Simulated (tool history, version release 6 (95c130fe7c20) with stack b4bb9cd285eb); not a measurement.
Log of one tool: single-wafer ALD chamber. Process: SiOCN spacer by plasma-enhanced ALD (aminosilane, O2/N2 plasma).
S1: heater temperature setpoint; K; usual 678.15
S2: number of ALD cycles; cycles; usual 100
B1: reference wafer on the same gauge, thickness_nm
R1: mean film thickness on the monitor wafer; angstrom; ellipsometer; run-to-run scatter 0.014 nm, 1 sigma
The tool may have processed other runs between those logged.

run 1 hour=0 | S1=678.15 S2=114 | B1=4.852 | R1=65.46
run 2 hour=13.2 | S1=678.15 S2=114 | B1=4.85 | R1=65.37
run 3 hour=22.2 | S1=678.15 S2=100 | B1=4.85 | R1=57.51
run 4 hour=33.3 | S1=678.15 S2=100 | B1=4.858 | R1=57.52
run 5 hour=46.9 | S1=678.15 S2=100 | B1=4.859 | R1=57.63
run 6 hour=60.4 | S1=678.15 S2=100 | B1=4.863 | R1=57.66
run 7 hour=69.2 | S1=678.15 S2=100 | B1=4.869 | R1=57.63
run 8 hour=83.9 | S1=678.15 S2=86 | B1=4.871 | R1=49.79
run 9 hour=101.5 | S1=678.15 S2=100 | B1=4.874 | R1=57.92
run 10 hour=109.7 | S1=678.15 S2=100 | B1=4.871 | R1=58.14
run 11 hour=118.5 | S1=678.15 S2=100 | B1=4.876 | R1=57.96
run 12 hour=149.2 | S1=678.15 S2=85 | B1=4.883 | R1=49.44
run 13 hour=160.4 | S1=678.15 S2=85 | B1=4.886 | R1=49.36
run 14 hour=177.8 | S1=671.15 S2=104 | B1=4.896 | R1=61.4
run 15 hour=231.6 | S1=678.15 S2=100 | B1=4.911 | R1=58.46
-- hour=237.1 gauge calibrated
run 16 hour=241.1 | S1=678.15 S2=100 | B1=4.815 | R1=57.31
run 17 hour=255.9 | S1=678.15 S2=100 | B1=4.817 | R1=56.94
run 18 hour=271.1 | S1=678.15 S2=100 | B1=4.817 | R1=57.03
run 19 hour=286.1 | S1=678.15 S2=100 | B1=4.816 | R1=57.09
run 20 hour=293.8 | S1=678.15 S2=100 | B1=4.816 | R1=57.25
run 21 hour=308.7 | S1=678.15 S2=100 | B1=4.822 | R1=57.06
-- hour=332.4 thermocouple changed; heater temperature recalibrated
run 22 hour=332.9 | S1=678.15 S2=104 | B1=4.817 | R1=59.69
run 23 hour=333.3 | S1=678.15 S2=100 | B1=4.817 | R1=57.17
run 24 hour=347.1 | S1=678.15 S2=85 | B1=4.819 | R1=48.52
run 25 hour=361.8 | S1=678.15 S2=118 | B1=4.818 | R1=67.77
run 26 hour=371.8 | S1=683.15 S2=93 | B1=4.825 | R1=52.59
run 27 hour=379 | S1=690.15 S2=114 | B1=4.82 | R1=63.02
run 28 hour=386 | S1=663.15 S2=112 | B1=4.824 | R1=64.83
run 29 hour=403.5 | S1=678.15 S2=100 | B1=4.822 | R1=57.12
run 30 hour=413.4 | S1=686.15 S2=117 | B1=4.825 | R1=65.21
run 31 hour=423 | S1=678.15 S2=116 | B1=4.83 | R1=66.13
run 32 hour=438 | S1=678.15 S2=100 | B1=4.825 | R1=57.33
run 33 hour=454.1 | S1=678.15 S2=100 | B1=4.828 | R1=57.28
run 34 hour=467.1 | S1=678.15 S2=100 | B1=4.833 | R1=57.19
run 35 hour=479 | S1=678.15 S2=100 | B1=4.83 | R1=57.22
run 36 hour=493.1 | S1=678.15 S2=100 | B1=4.836 | R1=57.44
run 37 hour=502.7 | S1=672.15 S2=108 | B1=4.835 | R1=62.93
run 38 hour=528.4 | S1=686.15 S2=93 | B1=4.841 | R1=52.33
run 39 hour=543.7 | S1=669.15 S2=95 | B1=4.839 | R1=55.39
run 40 hour=550.4 | S1=688.15 S2=87 | B1=4.844 | R1=48.65
run 41 hour=560.6 | S1=692.15 S2=100 | B1=4.845 | R1=55.32
run 42 hour=570.8 | S1=672.15 S2=86 | B1=4.846 | R1=50.37
run 43 hour=584.2 | S1=672.15 S2=84 | B1=4.85 | R1=49.02
run 44 hour=596.1 | S1=685.15 S2=111 | B1=4.852 | R1=62.66

Each row is a separate what-if for the run after 44, all from the same tool condition, not one after another. Results?
run A hour=596.7 | S1=678.15 S2=100 | B1=? | R1=?
run B hour=596.7 | S1=673.15 S2=107 | B1=? | R1=?
run C hour=596.7 | S1=672.15 S2=110 | B1=? | R1=?
run D hour=596.7 | S1=674.15 S2=116 | B1=? | R1=?
run E hour=596.7 | S1=669.15 S2=108 | B1=? | R1=?

run=A B1=4.849 R1=57.55
run=B B1=4.849 R1=62.4
run=C B1=4.849 R1=64.27
run=D B1=4.849 R1=67.47
run=E B1=4.849 R1=63.1
Without the tool's unlogged condition, the same runs would have read:
run=A R1=57.06
run=B R1=61.88
run=C R1=63.73
run=D R1=66.9
run=E R1=62.57
